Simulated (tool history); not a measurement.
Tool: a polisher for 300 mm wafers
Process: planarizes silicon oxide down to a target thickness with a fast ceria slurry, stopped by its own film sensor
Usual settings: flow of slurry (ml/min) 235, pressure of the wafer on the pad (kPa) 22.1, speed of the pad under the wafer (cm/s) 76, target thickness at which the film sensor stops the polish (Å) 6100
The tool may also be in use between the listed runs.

run,hour,flow of slurry (ml/min),pressure of the wafer on the pad (kPa),speed of the pad under the wafer (cm/s),target thickness at which the film sensor stops the polish (Å),wafers since the last listed run,wafers polished on this pad,hours since the slurry nozzle was cleaned,hours since the head pressure was calibrated,"incoming thickness of the incoming film, nm",time until the film sensor stopped the polish (s)
1,0.0,235,22.1,76,6100,0,644,261.6,921.7,1544.5,74.0
# hour 37.0: worn pad replaced by a new one
# hour 52.3: slurry nozzle cleaned
2,98.4,235,22.1,76,6100,761,492,46.1,1020.1,1530.8,73.5
3,118.9,235,22.1,76,6100,167,659,66.6,1040.6,1560.2,77.3
4,153.4,235,22.1,76,6100,281,940,101.1,1075.1,1497.7,71.4
# hour 163.0: worn pad replaced by a new one
5,182.0,235,22.1,76,6100,200,154,129.7,1103.7,1504.3,72.7
6,209.2,235,22.1,76,6100,221,376,156.9,1130.9,1526.1,74.4
7,229.9,235,22.1,76,6100,168,545,177.6,1151.6,1537.7,75.2
8,248.0,235,22.1,76,6100,147,692,195.7,1169.7,1525.7,75.2
9,282.9,235,22.1,76,6100,284,976,230.6,1204.6,1541.7,76.4
# hour 291.4: worn pad replaced by a new one
10,301.9,185,16.5,100,3600,122,85,249.6,1223.6,1514.0,92.9
# hour 328.8: head pressure recalibrated
11,337.5,275,26.2,86,8980,273,359,285.2,8.7,1541.7,38.1
12,370.2,275,26.2,86,8980,266,625,317.9,41.4,1548.9,38.5
# hour 386.8: slurry nozzle cleaned
13,387.8,275,22.1,76,6100,135,760,1.0,59.0,1552.9,69.0
# hour 400.9: worn pad replaced by a new one
14,494.9,180,22.1,84,6100,840,766,108.1,166.1,1543.8,65.9
15,512.1,235,22.1,76,6100,140,906,125.3,183.3,1544.7,69.0
# hour 517.3: worn pad replaced by a new one
16,536.9,235,22.1,100,3670,169,159,150.1,208.1,1510.5,66.9
17,564.7,235,22.1,76,6100,226,386,177.9,235.9,1522.1,69.2
18,581.1,185,16.5,76,6100,133,519,194.3,252.3,1527.4,89.2
19,607.9,175,22.1,102,3910,218,738,221.1,279.1,1534.6,66.1

Forecast each of these 4 alternatives for the next run:
A,608.4,235,14.5,76,6100,4,742,221.6,279.6,1536.5,?
B,608.4,235,22.1,58,6100,4,742,221.6,279.6,1536.5,?
C,608.4,235,27.6,66,5080,4,742,221.6,279.6,1536.5,?
D,608.4,235,22.1,50,7010,4,742,221.6,279.6,1536.5,?

run,time until the film sensor stopped the polish (s)
A,94.0
B,91.6
C,75.3
D,95.8
Without the tool's hidden state the same runs would have given:
run,time until the film sensor stopped the polish (s)
A,91.0
B,88.7
C,72.9
D,92.7

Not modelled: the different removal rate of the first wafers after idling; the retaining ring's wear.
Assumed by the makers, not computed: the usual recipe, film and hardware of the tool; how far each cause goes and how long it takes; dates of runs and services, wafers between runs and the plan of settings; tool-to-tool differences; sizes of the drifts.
